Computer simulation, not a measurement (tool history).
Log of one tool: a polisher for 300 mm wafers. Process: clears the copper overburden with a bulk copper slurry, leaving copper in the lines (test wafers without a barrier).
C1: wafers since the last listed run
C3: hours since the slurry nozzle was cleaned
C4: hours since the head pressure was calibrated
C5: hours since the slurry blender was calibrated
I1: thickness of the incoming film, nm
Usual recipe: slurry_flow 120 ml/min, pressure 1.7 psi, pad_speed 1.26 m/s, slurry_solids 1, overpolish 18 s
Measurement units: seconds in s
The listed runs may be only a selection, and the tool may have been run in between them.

run 1 hour=0 | slurry_flow=120 pressure=1.7 pad_speed=1.26 slurry_solids=1 overpolish=13 | C1=0 wafers_polished_on_this_pad=181 C3=693 C4=457.7 C5=35.4 | I1=944.5 | seconds=178.3
run 2 hour=8.8 | slurry_flow=120 pressure=1.5 pad_speed=1.26 slurry_solids=1 overpolish=18 | C1=64 wafers_polished_on_this_pad=246 C3=701.8 C4=466.5 C5=44.2 | I1=933.3 | seconds=199.6
run 3 hour=24.9 | slurry_flow=120 pressure=1.5 pad_speed=1.26 slurry_solids=1 overpolish=18 | C1=118 wafers_polished_on_this_pad=365 C3=717.9 C4=482.6 C5=60.3 | I1=945.4 | seconds=201.5
run 4 hour=35.6 | slurry_flow=120 pressure=1.5 pad_speed=1.26 slurry_solids=1 overpolish=18 | C1=78 wafers_polished_on_this_pad=444 C3=728.6 C4=493.3 C5=71 | I1=939.3 | seconds=207.1
run 5 hour=50.4 | slurry_flow=120 pressure=1.7 pad_speed=1 slurry_solids=1.2 overpolish=18 | C1=109 wafers_polished_on_this_pad=554 C3=743.4 C4=508.1 C5=85.8 | I1=956.5 | seconds=223.9
-- hour=58.4 worn pad replaced by a new one
run 6 hour=66.7 | slurry_flow=120 pressure=1.7 pad_speed=1.26 slurry_solids=1 overpolish=18 | C1=90 wafers_polished_on_this_pad=60 C3=759.7 C4=524.4 C5=102.1 | I1=927.3 | seconds=164.9
run 7 hour=80.4 | slurry_flow=135 pressure=1.7 pad_speed=1.26 slurry_solids=1 overpolish=18 | C1=101 wafers_polished_on_this_pad=162 C3=773.4 C4=538.1 C5=115.8 | I1=938.6 | seconds=171.6
run 8 hour=93.5 | slurry_flow=120 pressure=1.7 pad_speed=1.26 slurry_solids=1 overpolish=18 | C1=96 wafers_polished_on_this_pad=258 C3=786.5 C4=551.2 C5=128.9 | I1=926.4 | seconds=176.8
run 9 hour=110.9 | slurry_flow=120 pressure=1.7 pad_speed=1.26 slurry_solids=1 overpolish=18 | C1=128 wafers_polished_on_this_pad=387 C3=803.9 C4=568.6 C5=146.3 | I1=919.7 | seconds=181.4
-- hour=113.2 head pressure recalibrated
run 10 hour=127.9 | slurry_flow=120 pressure=1.7 pad_speed=1.26 slurry_solids=1 overpolish=18 | C1=110 wafers_polished_on_this_pad=498 C3=820.9 C4=14.7 C5=163.3 | I1=950.8 | seconds=192.8
-- hour=137.1 worn pad replaced by a new one
run 11 hour=145.8 | slurry_flow=150 pressure=1.7 pad_speed=1.26 slurry_solids=1 overpolish=18 | C1=102 wafers_polished_on_this_pad=63 C3=838.8 C4=32.6 C5=181.2 | I1=952.9 | seconds=170.8
run 12 hour=155.2 | slurry_flow=150 pressure=1.7 pad_speed=1.26 slurry_solids=1 overpolish=18 | C1=69 wafers_polished_on_this_pad=133 C3=848.2 C4=42 C5=190.6 | I1=945.9 | seconds=171.5
run 13 hour=163.7 | slurry_flow=120 pressure=1.7 pad_speed=1.26 slurry_solids=1 overpolish=18 | C1=62 wafers_polished_on_this_pad=196 C3=856.7 C4=50.5 C5=199.1 | I1=943.3 | seconds=180.3
run 14 hour=170.7 | slurry_flow=120 pressure=1.7 pad_speed=1.26 slurry_solids=1.3 overpolish=18 | C1=51 wafers_polished_on_this_pad=247 C3=863.7 C4=57.5 C5=206.1 | I1=939.8 | seconds=176.5
run 15 hour=184.2 | slurry_flow=120 pressure=1.7 pad_speed=1.26 slurry_solids=1 overpolish=18 | C1=99 wafers_polished_on_this_pad=347 C3=877.2 C4=71 C5=219.6 | I1=942.7 | seconds=191.5
run 16 hour=192.9 | slurry_flow=120 pressure=1.7 pad_speed=1.26 slurry_solids=1 overpolish=18 | C1=64 wafers_polished_on_this_pad=411 C3=885.9 C4=79.7 C5=228.3 | I1=934 | seconds=192.5
-- hour=206.3 slurry nozzle cleaned
run 17 hour=210 | slurry_flow=120 pressure=1.7 pad_speed=1.04 slurry_solids=1.1 overpolish=18 | C1=118 wafers_polished_on_this_pad=530 C3=3.7 C4=96.8 C5=245.4 | I1=937.7 | seconds=226.8
-- hour=216.6 worn pad replaced by a new one
run 18 hour=218.2 | slurry_flow=120 pressure=1.7 pad_speed=1.66 slurry_solids=0.8 overpolish=18 | C1=31 wafers_polished_on_this_pad=11 C3=11.9 C4=105 C5=253.6 | I1=931 | seconds=142
run 19 hour=225.3 | slurry_flow=100 pressure=1.7 pad_speed=1.26 slurry_solids=1.1 overpolish=21 | C1=52 wafers_polished_on_this_pad=63 C3=19 C4=112.1 C5=260.7 | I1=946.2 | seconds=189.1
run 20 hour=232.9 | slurry_flow=120 pressure=1.7 pad_speed=0.96 slurry_solids=0.8 overpolish=18 | C1=56 wafers_polished_on_this_pad=120 C3=26.6 C4=119.7 C5=268.3 | I1=946.9 | seconds=238.1
run 21 hour=240.9 | slurry_flow=80 pressure=2.3 pad_speed=1.26 slurry_solids=0.85 overpolish=27 | C1=59 wafers_polished_on_this_pad=179 C3=34.6 C4=127.7 C5=276.3 | I1=942.2 | seconds=167.7
-- hour=249 slurry blender recalibrated
run 22 hour=256.6 | slurry_flow=110 pressure=1.7 pad_speed=0.84 slurry_solids=1 overpolish=18 | C1=101 wafers_polished_on_this_pad=280 C3=50.3 C4=143.4 C5=7.6 | I1=940.2 | seconds=248.3
run 23 hour=264.4 | slurry_flow=120 pressure=1.7 pad_speed=1.26 slurry_solids=1 overpolish=18 | C1=57 wafers_polished_on_this_pad=337 C3=58.1 C4=151.2 C5=15.4 | I1=938 | seconds=180.6
run 24 hour=280.8 | slurry_flow=120 pressure=2 pad_speed=1.5 slurry_solids=1.25 overpolish=18 | C1=121 wafers_polished_on_this_pad=458 C3=74.5 C4=167.6 C5=31.8 | I1=919.1 | seconds=130.8
run 25 hour=296.5 | slurry_flow=120 pressure=2.1 pad_speed=1.26 slurry_solids=1 overpolish=18 | C1=115 wafers_polished_on_this_pad=574 C3=90.2 C4=183.3 C5=47.5 | I1=935.6 | seconds=155.1
run 26 hour=304.7 | slurry_flow=120 pressure=1.7 pad_speed=1.26 slurry_solids=1 overpolish=18 | C1=60 wafers_polished_on_this_pad=635 C3=98.4 C4=191.5 C5=55.7 | I1=953.1 | seconds=182.4
-- hour=309.1 worn pad replaced by a new one
run 27 hour=321.5 | slurry_flow=140 pressure=1.7 pad_speed=1.44 slurry_solids=1 overpolish=25 | C1=94 wafers_polished_on_this_pad=91 C3=115.2 C4=208.3 C5=72.5 | I1=947.8 | seconds=148.5

Below are 4 alternative next runs, each starting from the tool's condition after run 27. Predict each:
run A hour=322 | slurry_flow=120 pressure=1.7 pad_speed=1.26 slurry_solids=1 overpolish=18 | C1=3 wafers_polished_on_this_pad=95 C3=115.7 C4=208.8 C5=73 | I1=928.2 | seconds=?
run B hour=322 | slurry_flow=95 pressure=1.2 pad_speed=1.4 slurry_solids=1.15 overpolish=18 | C1=3 wafers_polished_on_this_pad=95 C3=115.7 C4=208.8 C5=73 | I1=928.2 | seconds=?
run C hour=322 | slurry_flow=120 pressure=1.7 pad_speed=1.26 slurry_solids=1.25 overpolish=18 | C1=3 wafers_polished_on_this_pad=95 C3=115.7 C4=208.8 C5=73 | I1=928.2 | seconds=?
run D hour=322 | slurry_flow=100 pressure=1.7 pad_speed=1.6 slurry_solids=1 overpolish=18 | C1=3 wafers_polished_on_this_pad=95 C3=115.7 C4=208.8 C5=73 | I1=928.2 | seconds=?

run=A seconds=168.1
run=B seconds=217
run=C seconds=161.3
run=D seconds=144.6
Without the tool's unlogged condition, the same runs would have read:
run=A seconds=158.5
run=B seconds=204.6
run=C seconds=152.1
run=D seconds=136.4

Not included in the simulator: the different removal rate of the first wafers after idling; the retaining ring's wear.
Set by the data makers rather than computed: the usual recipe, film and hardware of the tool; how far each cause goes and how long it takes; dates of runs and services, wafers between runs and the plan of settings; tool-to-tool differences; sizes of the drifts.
